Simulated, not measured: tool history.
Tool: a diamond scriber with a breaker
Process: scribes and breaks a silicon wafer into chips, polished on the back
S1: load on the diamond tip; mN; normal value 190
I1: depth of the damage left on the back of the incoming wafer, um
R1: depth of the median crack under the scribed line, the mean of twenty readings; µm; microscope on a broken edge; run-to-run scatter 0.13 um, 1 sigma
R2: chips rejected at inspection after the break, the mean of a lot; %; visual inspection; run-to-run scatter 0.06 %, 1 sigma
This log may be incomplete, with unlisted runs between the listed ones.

{"run": 1, "day": 0.0, "S1": 190, "I1": 0.02, "R1": 11.41, "R2": 1.68}
{"day": 0.679, "done": "diamond tip replaced by a new one"}
{"run": 2, "day": 1.954, "S1": 190, "I1": 0.03, "R1": 11.55, "R2": 1.58}
{"run": 3, "day": 4.175, "S1": 190, "I1": 0.01, "R1": 11.39, "R2": 1.75}
{"run": 4, "day": 6.146, "S1": 190, "I1": 0.01, "R1": 11.77, "R2": 1.8}
{"run": 5, "day": 9.9, "S1": 232, "I1": 0.02, "R1": 13.26, "R2": 8.55}
{"run": 6, "day": 12.583, "S1": 190, "I1": 0.03, "R1": 11.82, "R2": 2.23}
{"run": 7, "day": 14.467, "S1": 146, "I1": 0.02, "R1": 9.82, "R2": 2.9}
{"run": 8, "day": 18.617, "S1": 146, "I1": 0.05, "R1": 9.93, "R2": 2.72}
{"day": 19.208, "done": "load on the tip recalibrated"}
{"run": 9, "day": 20.183, "S1": 146, "I1": 0.02, "R1": 9.34, "R2": 6.18}
{"run": 10, "day": 23.267, "S1": 163, "I1": 0.03, "R1": 9.9, "R2": 2.4}
{"run": 11, "day": 24.992, "S1": 163, "I1": 0.05, "R1": 10.09, "R2": 2.48}
{"run": 12, "day": 28.604, "S1": 210, "I1": 0.04, "R1": 11.97, "R2": 3.22}
{"run": 13, "day": 30.775, "S1": 190, "I1": 0.02, "R1": 11.46, "R2": 1.44}
{"run": 14, "day": 35.117, "S1": 162, "I1": 0.03, "R1": 10.63, "R2": 1.93}
{"run": 15, "day": 39.083, "S1": 142, "I1": 0.01, "R1": 9.41, "R2": 4.68}
{"run": 16, "day": 43.038, "S1": 190, "I1": 0.02, "R1": 11.96, "R2": 2.21}
{"day": 43.771, "done": "diamond tip replaced by a new one"}
{"run": 17, "day": 46.246, "S1": 239, "I1": 0.02, "R1": 14.05, "R2": 10.47}
{"run": 18, "day": 48.083, "S1": 140, "I1": 0.03, "R1": 9.48, "R2": 4.31}
{"run": 19, "day": 51.579, "S1": 157, "I1": 0.03, "R1": 10.69, "R2": 1.56}
{"run": 20, "day": 54.425, "S1": 190, "I1": 0.02, "R1": 12.07, "R2": 2.7}
{"run": 21, "day": 58.196, "S1": 149, "I1": 0.02, "R1": 10.36, "R2": 2.01}
{"run": 22, "day": 61.192, "S1": 218, "I1": 0.04, "R1": 13.51, "R2": 7.64}

Here are 3 independent what-if runs from the current tool condition. What would each one return?
{"run": "A", "day": 61.217, "S1": 219, "I1": 0.03, "R1": "?", "R2": "?"}
{"run": "B", "day": 61.217, "S1": 228, "I1": 0.03, "R1": "?", "R2": "?"}
{"run": "C", "day": 61.217, "S1": 153, "I1": 0.03, "R1": "?", "R2": "?"}

run=A R1=13.35 R2=9.1
run=B R1=13.72 R2=11.24
run=C R1=10.42 R2=1.67
Take away the tool's hidden state, keep each run's random variation, and the runs would have read:
run=A R1=12.01 R2=3.14
run=B R1=12.34 R2=4.32
run=C R1=9.38 R2=5.6
